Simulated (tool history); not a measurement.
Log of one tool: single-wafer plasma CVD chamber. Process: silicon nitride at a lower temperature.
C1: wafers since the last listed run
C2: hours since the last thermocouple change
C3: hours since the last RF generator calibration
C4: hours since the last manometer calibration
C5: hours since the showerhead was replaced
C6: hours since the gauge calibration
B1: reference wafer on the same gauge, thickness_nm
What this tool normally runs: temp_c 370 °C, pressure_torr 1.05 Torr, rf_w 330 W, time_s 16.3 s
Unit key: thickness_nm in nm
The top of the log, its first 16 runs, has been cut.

{"run": 17, "hour": 247.6, "temp_c": 362, "pressure_torr": 1.05, "rf_w": 395, "time_s": 14.0, "C1": 377, "C2": 1648.5, "C3": 170.2, "C4": 203.2, "C5": 77.1, "C6": 218.3, "B1": 14.694, "thickness_nm": 16.062}
{"run": 18, "hour": 270.7, "temp_c": 370, "pressure_torr": 1.05, "rf_w": 330, "time_s": 16.3, "C1": 927, "C2": 1671.6, "C3": 193.3, "C4": 226.3, "C5": 100.2, "C6": 241.4, "B1": 14.699, "thickness_nm": 15.978}
{"hour": 278.8, "done": "thermocouple changed; heater temperature recalibrated"}
{"run": 19, "hour": 287.8, "temp_c": 370, "pressure_torr": 1.05, "rf_w": 330, "time_s": 16.3, "C1": 365, "C2": 9.0, "C3": 210.4, "C4": 243.4, "C5": 117.3, "C6": 258.5, "B1": 14.696, "thickness_nm": 15.929}
{"run": 20, "hour": 305.0, "temp_c": 378, "pressure_torr": 1.05, "rf_w": 305, "time_s": 13.9, "C1": 690, "C2": 26.2, "C3": 227.6, "C4": 260.6, "C5": 134.5, "C6": 275.7, "B1": 14.695, "thickness_nm": 12.517}
{"run": 21, "hour": 311.1, "temp_c": 370, "pressure_torr": 1.27, "rf_w": 305, "time_s": 16.3, "C1": 244, "C2": 32.3, "C3": 233.7, "C4": 266.7, "C5": 140.6, "C6": 281.8, "B1": 14.692, "thickness_nm": 15.616}
{"run": 22, "hour": 317.3, "temp_c": 370, "pressure_torr": 1.05, "rf_w": 370, "time_s": 16.3, "C1": 248, "C2": 38.5, "C3": 239.9, "C4": 272.9, "C5": 146.8, "C6": 288.0, "B1": 14.687, "thickness_nm": 17.645}
{"run": 23, "hour": 329.4, "temp_c": 370, "pressure_torr": 1.14, "rf_w": 285, "time_s": 19.1, "C1": 485, "C2": 50.6, "C3": 252.0, "C4": 285.0, "C5": 158.9, "C6": 300.1, "B1": 14.701, "thickness_nm": 16.382}
{"run": 24, "hour": 338.9, "temp_c": 370, "pressure_torr": 1.05, "rf_w": 330, "time_s": 16.3, "C1": 381, "C2": 60.1, "C3": 261.5, "C4": 294.5, "C5": 168.4, "C6": 309.6, "B1": 14.697, "thickness_nm": 15.951}
{"run": 25, "hour": 349.2, "temp_c": 370, "pressure_torr": 1.05, "rf_w": 330, "time_s": 16.3, "C1": 413, "C2": 70.4, "C3": 271.8, "C4": 304.8, "C5": 178.7, "C6": 319.9, "B1": 14.687, "thickness_nm": 15.971}
{"run": 26, "hour": 366.5, "temp_c": 357, "pressure_torr": 1.05, "rf_w": 355, "time_s": 13.2, "C1": 694, "C2": 87.7, "C3": 289.1, "C4": 322.1, "C5": 196.0, "C6": 337.2, "B1": 14.72, "thickness_nm": 13.872}
{"run": 27, "hour": 374.6, "temp_c": 357, "pressure_torr": 1.05, "rf_w": 330, "time_s": 16.3, "C1": 325, "C2": 95.8, "C3": 297.2, "C4": 330.2, "C5": 204.1, "C6": 345.3, "B1": 14.695, "thickness_nm": 15.959}
{"run": 28, "hour": 383.9, "temp_c": 379, "pressure_torr": 1.05, "rf_w": 330, "time_s": 16.3, "C1": 373, "C2": 105.1, "C3": 306.5, "C4": 339.5, "C5": 213.4, "C6": 354.6, "B1": 14.695, "thickness_nm": 15.922}
{"run": 29, "hour": 392.3, "temp_c": 370, "pressure_torr": 1.05, "rf_w": 330, "time_s": 16.3, "C1": 337, "C2": 113.5, "C3": 314.9, "C4": 347.9, "C5": 221.8, "C6": 363.0, "B1": 14.706, "thickness_nm": 15.842}
{"run": 30, "hour": 400.6, "temp_c": 383, "pressure_torr": 1.05, "rf_w": 285, "time_s": 16.3, "C1": 333, "C2": 121.8, "C3": 323.2, "C4": 356.2, "C5": 230.1, "C6": 371.3, "B1": 14.703, "thickness_nm": 13.606}

Each row is a separate what-if for the run after 30, all from the same tool condition, not one after another. Results?
{"run": "A", "hour": 401.0, "temp_c": 363, "pressure_torr": 1.05, "rf_w": 330, "time_s": 16.3, "C1": 16, "C2": 122.2, "C3": 323.6, "C4": 356.6, "C5": 230.5, "C6": 371.7, "B1": "?", "thickness_nm": "?"}
{"run": "B", "hour": 401.0, "temp_c": 370, "pressure_torr": 1.05, "rf_w": 330, "time_s": 18.6, "C1": 16, "C2": 122.2, "C3": 323.6, "C4": 356.6, "C5": 230.5, "C6": 371.7, "B1": "?", "thickness_nm": "?"}
{"run": "C", "hour": 401.0, "temp_c": 381, "pressure_torr": 1.05, "rf_w": 305, "time_s": 15.3, "C1": 16, "C2": 122.2, "C3": 323.6, "C4": 356.6, "C5": 230.5, "C6": 371.7, "B1": "?", "thickness_nm": "?"}

run=A B1=14.696 thickness_nm=16.065
run=B B1=14.696 thickness_nm=18.283
run=C B1=14.696 thickness_nm=13.836
Stripped of hidden state, with their random variation kept, the same runs would have yielded:
run=A thickness_nm=16.065
run=B thickness_nm=18.283
run=C thickness_nm=13.836
